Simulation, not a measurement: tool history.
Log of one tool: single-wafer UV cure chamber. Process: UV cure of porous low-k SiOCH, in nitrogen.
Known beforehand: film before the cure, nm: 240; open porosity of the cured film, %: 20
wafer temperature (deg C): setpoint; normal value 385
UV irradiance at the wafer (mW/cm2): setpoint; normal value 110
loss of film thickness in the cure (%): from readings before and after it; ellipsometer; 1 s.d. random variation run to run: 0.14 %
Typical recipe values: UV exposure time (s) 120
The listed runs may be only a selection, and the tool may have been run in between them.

| run | hour | wafer temperature (deg C) | UV exposure time (s) | UV irradiance at the wafer (mW/cm2) | loss of film thickness in the cure (%) |
|---|---|---|---|---|---|
| 1 | 0.0 | 385 | 120 | 110 | 8.459 |
|  | 98.5 | quartz window cleaned |
|  | 175.3 | UV bulbs replaced |
| 2 | 310.9 | 385 | 120 | 110 | 8.579 |
| 3 | 355.8 | 385 | 120 | 110 | 8.155 |
| 4 | 416.0 | 385 | 95 | 85 | 6.520 |
| 5 | 461.7 | 385 | 95 | 85 | 6.365 |
|  | 488.3 | quartz window cleaned |
| 6 | 502.2 | 385 | 95 | 85 | 7.250 |
| 7 | 561.1 | 374 | 120 | 110 | 8.689 |
| 8 | 758.9 | 385 | 120 | 110 | 8.176 |
| 9 | 865.9 | 385 | 120 | 110 | 8.289 |
| 10 | 928.1 | 385 | 120 | 110 | 8.297 |
|  | 946.6 | quartz window cleaned |
| 11 | 966.5 | 385 | 120 | 110 | 9.068 |
| 12 | 1072.8 | 379 | 70 | 85 | 5.299 |
| 13 | 1136.0 | 377 | 120 | 121 | 8.756 |
| 14 | 1208.1 | 404 | 90 | 110 | 7.420 |
| 15 | 1259.3 | 385 | 120 | 110 | 8.060 |
|  | 1377.3 | quartz window cleaned |
| 16 | 1448.4 | 399 | 120 | 149 | 10.569 |
|  | 1471.7 | UV bulbs replaced |
| 17 | 1492.5 | 398 | 165 | 77 | 8.536 |
|  | 1737.4 | quartz window cleaned |
| 18 | 1807.9 | 393 | 120 | 134 | 9.740 |

Run 19 has not been measured yet. What should we expect?
| 19 | 1869.4 | 393 | 120 | 134 | ? |

loss of film thickness in the cure (%): 9.617
Had the tool carried no hidden state, the very same run would have given loss of film thickness in the cure (%) 10.339.
